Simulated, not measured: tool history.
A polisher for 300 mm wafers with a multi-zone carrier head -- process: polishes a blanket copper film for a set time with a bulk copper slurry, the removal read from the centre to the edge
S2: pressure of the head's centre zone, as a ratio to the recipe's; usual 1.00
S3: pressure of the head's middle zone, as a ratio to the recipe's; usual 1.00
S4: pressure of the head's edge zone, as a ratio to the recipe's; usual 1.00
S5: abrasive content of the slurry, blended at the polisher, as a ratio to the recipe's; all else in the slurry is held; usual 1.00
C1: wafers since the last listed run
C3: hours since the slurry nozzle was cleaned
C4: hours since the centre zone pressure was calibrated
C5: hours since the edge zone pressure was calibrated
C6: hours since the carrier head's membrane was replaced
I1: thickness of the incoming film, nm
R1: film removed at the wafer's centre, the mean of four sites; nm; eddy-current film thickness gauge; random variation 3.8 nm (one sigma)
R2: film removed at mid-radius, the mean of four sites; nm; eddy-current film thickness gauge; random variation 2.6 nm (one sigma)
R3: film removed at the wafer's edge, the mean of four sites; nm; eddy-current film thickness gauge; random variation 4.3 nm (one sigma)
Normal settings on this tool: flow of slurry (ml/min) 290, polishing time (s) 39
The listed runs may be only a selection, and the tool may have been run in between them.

Run 1, hour 0.0: usual settings but S3 1.06; C1 0; wafers polished on this pad 4291; C3 376.0; C4 352.3; C5 483.1; C6 23.3; I1 3304.5. Result: R1 383.2 nm, R2 394.9 nm, R3 401.1 nm.
At hour 21.5: worn pad replaced by a new one.
At hour 38.0: centre zone pressure recalibrated.
At hour 72.7: edge zone pressure recalibrated.
Run 2, hour 73.2: usual settings but polishing time (s) 45; C1 817; wafers polished on this pad 597; C3 449.2; C4 35.2; C5 0.5; C6 96.5; I1 3276.8. Result: R1 435.6 nm, R2 435.0 nm, R3 442.8 nm.
Run 3, hour 98.0: usual settings; C1 310; wafers polished on this pad 908; C3 474.0; C4 60.0; C5 25.3; C6 121.3; I1 3336.1. Result: R1 376.1 nm, R2 374.0 nm, R3 380.4 nm.
Run 4, hour 140.4: usual settings but flow of slurry (ml/min) 215; C1 531; wafers polished on this pad 1439; C3 516.4; C4 102.4; C5 67.7; C6 163.7; I1 3323.9. Result: R1 352.5 nm, R2 353.6 nm, R3 367.6 nm.
Run 5, hour 177.6: usual settings but S2 0.89, S3 0.93, polishing time (s) 48; C1 466; wafers polished on this pad 1906; C3 553.6; C4 139.6; C5 104.9; C6 200.9; I1 3264.8. Result: R1 404.6 nm, R2 432.9 nm, R3 475.0 nm.
Run 6, hour 214.6: usual settings but polishing time (s) 45; C1 463; wafers polished on this pad 2370; C3 590.6; C4 176.6; C5 141.9; C6 237.9; I1 3269.4. Result: R1 420.2 nm, R2 430.3 nm, R3 438.0 nm.
Run 7, hour 273.7: usual settings but S2 1.05, polishing time (s) 34; C1 740; wafers polished on this pad 3111; C3 649.7; C4 235.7; C5 201.0; C6 297.0; I1 3233.1. Result: R1 336.9 nm, R2 321.7 nm, R3 333.6 nm.
Run 8, hour 301.7: usual settings but S3 0.93, polishing time (s) 32; C1 351; wafers polished on this pad 3462; C3 677.7; C4 263.7; C5 229.0; C6 325.0; I1 3272.1. Result: R1 300.4 nm, R2 284.3 nm, R3 314.4 nm.
At hour 347.2: slurry nozzle cleaned.
Run 9, hour 369.8: usual settings but S3 1.12; C1 841; wafers polished on this pad 4303; C3 22.6; C4 331.8; C5 297.1; C6 393.1; I1 3282.7. Result: R1 390.7 nm, R2 430.9 nm, R3 392.4 nm.
At hour 423.4: worn pad replaced by a new one.
Run 10, hour 429.8: usual settings but S2 1.07; C1 702; wafers polished on this pad 80; C3 82.6; C4 391.8; C5 357.1; C6 453.1; I1 3259.7. Result: R1 406.8 nm, R2 385.0 nm, R3 396.4 nm.
At hour 432.0: centre zone pressure recalibrated.
Run 11, hour 497.6: usual settings but S4 0.92; C1 824; wafers polished on this pad 905; C3 150.4; C4 65.6; C5 424.9; C6 520.9; I1 3263.7. Result: R1 388.2 nm, R2 389.5 nm, R3 386.7 nm.
At hour 515.4: edge zone pressure recalibrated.
Run 12, hour 526.5: usual settings but flow of slurry (ml/min) 355, S2 0.95, S3 0.95, polishing time (s) 46; C1 337; wafers polished on this pad 1242; C3 179.3; C4 94.5; C5 11.1; C6 549.8; I1 3285.9. Result: R1 450.8 nm, R2 445.3 nm, R3 478.1 nm.
Run 13, hour 569.8: usual settings but flow of slurry (ml/min) 325, S4 1.11; C1 542; wafers polished on this pad 1785; C3 222.6; C4 137.8; C5 54.4; C6 593.1; I1 3299.2. Result: R1 386.2 nm, R2 386.4 nm, R3 423.1 nm.
Run 14, hour 597.9: usual settings but S2 1.09; C1 352; wafers polished on this pad 2138; C3 250.7; C4 165.9; C5 82.5; C6 621.2; I1 3283.8. Result: R1 422.5 nm, R2 381.4 nm, R3 389.8 nm.
Run 15, hour 635.5: usual settings; C1 471; wafers polished on this pad 2609; C3 288.3; C4 203.5; C5 120.1; C6 658.8; I1 3340.3. Result: R1 381.0 nm, R2 382.3 nm, R3 391.7 nm.
Run 16, hour 681.9: usual settings but S4 1.07, S5 1.10; C1 581; wafers polished on this pad 3191; C3 334.7; C4 249.9; C5 166.5; C6 705.2; I1 3276.9. Result: R1 387.1 nm, R2 386.2 nm, R3 413.3 nm.
Run 17, hour 711.9: usual settings but S3 1.04, polishing time (s) 33; C1 376; wafers polished on this pad 3567; C3 364.7; C4 279.9; C5 196.5; C6 735.2; I1 3281.1. Result: R1 320.0 nm, R2 327.4 nm, R3 336.4 nm.
Run 18, hour 767.1: usual settings; C1 692; wafers polished on this pad 4259; C3 419.9; C4 335.1; C5 251.7; C6 790.4; I1 3325.1. Result: R1 377.3 nm, R2 378.0 nm, R3 391.5 nm.
At hour 778.8: worn pad replaced by a new one.
Run 19, hour 825.0: usual settings but S2 0.91, S3 1.03, S4 1.03, S5 0.75; C1 675; wafers polished on this pad 578; C3 477.8; C4 393.0; C5 309.6; C6 848.3; I1 3238.8. Result: R1 321.5 nm, R2 367.4 nm, R3 381.9 nm.
At hour 864.2: centre zone pressure recalibrated.
Run 20, hour 866.2: usual settings; C1 491; wafers polished on this pad 1070; C3 519.0; C4 2.0; C5 350.8; C6 889.5; I1 3304.4. Result: R1 370.9 nm, R2 374.7 nm, R3 385.2 nm.

Hidden state at the last listed run before each entry between runs and at the first one after, where it differs:
After run 1, before run 2: worn pad replaced by a new one (hour 21.5); centre zone pressure recalibrated (hour 38.0); edge zone pressure recalibrated (hour 72.7)
  slurry flow missing at the pad, %: 23.6 -> 27.3
  the result without the hidden state subtracted from the measured one, R1: -14.5 -> -20.2 nm; R2: -13.4 -> -18.2 nm; R3: -10.3 -> -13.8 nm
After run 8, before run 9: slurry nozzle cleaned (hour 347.2)
  slurry flow missing at the pad, %: 38.9 -> 5.86
  the result without the hidden state subtracted from the measured one, R1: -24.4 -> -2.9 nm; R2: -20.7 -> -2.8 nm; R3: -17.0 -> -2.0 nm
After run 9, before run 10: worn pad replaced by a new one (hour 423.4)
  slurry flow missing at the pad, %: 5.86 -> 8.9
  the result without the hidden state subtracted from the measured one, R1: -2.9 -> -4.8 nm; R2: -2.8 -> -4.1 nm; R3: -2.0 -> -3.2 nm
After run 10, before run 11: centre zone pressure recalibrated (hour 432.0)
  slurry flow missing at the pad, %: 8.9 -> 12.3
  the result without the hidden state subtracted from the measured one, R1: -4.8 -> -6.6 nm; R2: -4.1 -> -5.9 nm; R3: -3.2 -> -4.5 nm
After run 11, before run 12: edge zone pressure recalibrated (hour 515.4)
  slurry flow missing at the pad, %: 12.3 -> 13.8
  the result without the hidden state subtracted from the measured one, R1: -6.6 -> -7.0 nm; R2: -5.9 -> -6.3 nm; R3: -4.5 -> -5.2 nm
After run 18, before run 19: worn pad replaced by a new one (hour 778.8)
  slurry flow missing at the pad, %: 26 -> 28.9
  the result without the hidden state subtracted from the measured one, R1: -16.3 -> -16.3 nm; R2: -14.7 -> -16.7 nm; R3: -11.4 -> -12.9 nm
After run 19, before run 20: centre zone pressure recalibrated (hour 864.2)
  slurry flow missing at the pad, %: 28.9 -> 31
  the result without the hidden state subtracted from the measured one, R1: -16.3 -> -20.8 nm; R2: -16.7 -> -18.9 nm; R3: -12.9 -> -14.5 nm
